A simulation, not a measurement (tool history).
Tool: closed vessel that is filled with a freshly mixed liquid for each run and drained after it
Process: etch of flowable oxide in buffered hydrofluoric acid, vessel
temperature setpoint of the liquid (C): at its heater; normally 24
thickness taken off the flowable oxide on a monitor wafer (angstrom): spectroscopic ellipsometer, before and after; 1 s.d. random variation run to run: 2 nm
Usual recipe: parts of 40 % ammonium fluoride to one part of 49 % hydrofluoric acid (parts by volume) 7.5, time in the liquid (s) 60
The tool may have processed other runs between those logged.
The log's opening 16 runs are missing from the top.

run,hour,temperature setpoint of the liquid (C),parts of 40 % ammonium fluoride to one part of 49 % hydrofluoric acid (parts by volume),time in the liquid (s),wafers since the last listed run,hours since the thermometer was replaced,hours since the hydrofluoric acid flow meter was replaced,hours since the gauge calibration,"read-back film thickness of the flowable oxide reference wafer, read on the same gauge (nm)",thickness taken off the flowable oxide on a monitor wafer (angstrom)
17,395,24,7.5,60,2408,216.5,1915.9,25.7,40.01,5481
18,428.9,24,5,60,3565,250.4,1949.8,59.6,39.98,7810.7
19,455.7,24,7.5,60,2818,277.2,1976.6,86.4,40.01,5497.6
20,478.5,21.5,5,60,2397,300,1999.4,109.2,40.05,6809.7
21,493.1,21,7.5,60,1535,314.6,2014,123.8,40.01,4621.7
22,527.3,24,7.5,80,3596,348.8,2048.2,158,40.01,7365.2
23,545.4,24,5.5,60,1903,366.9,2066.3,176.1,39.98,7193.6
24,560.3,22,6,90,1566,381.8,2081.2,191,40,9042.6
# hour 592.3: hydrofluoric acid flow meter replaced
25,592.8,24,5.5,70,3312,414.3,0.5,223.5,40.02,7871.9
26,624.9,28,7.5,60,3375,446.4,32.6,255.6,40.01,6367.5
27,660.3,24,7.5,60,3722,481.8,68,291,40,5142.3
28,690.3,24,7.5,60,3154,511.8,98,321,39.98,5127
29,704,24,10,60,1440,525.5,111.7,334.7,40.03,3955.1
30,732.1,24,7.5,45,2955,553.6,139.8,362.8,40,3880.4
31,827,24,7.5,50,9980,648.5,234.7,457.7,40.04,4314.5
32,876.5,24,8.5,60,5205,698,284.2,507.2,39.96,4539.3

5 ways to go on from here, each from the tool as it stands after run 32. What would each give?
A,877.2,24,7.5,90,73,698.7,284.9,507.9,?,?
B,877.2,20,10,70,73,698.7,284.9,507.9,?,?
C,877.2,24,9.5,60,73,698.7,284.9,507.9,?,?
D,877.2,25.5,7.5,60,73,698.7,284.9,507.9,?,?
E,877.2,27,7.5,45,73,698.7,284.9,507.9,?,?

run,"read-back film thickness of the flowable oxide reference wafer, read on the same gauge (nm)",thickness taken off the flowable oxide on a monitor wafer (angstrom)
A,39.97,7732.7
B,39.97,3680.8
C,39.97,4064.2
D,39.97,5591.7
E,39.97,4545.3
Had the tool no hidden state, the same runs would have come out as:
run,thickness taken off the flowable oxide on a monitor wafer (angstrom)
A,7618.1
B,3648.8
C,4029.2
D,5508.8
E,4477.9
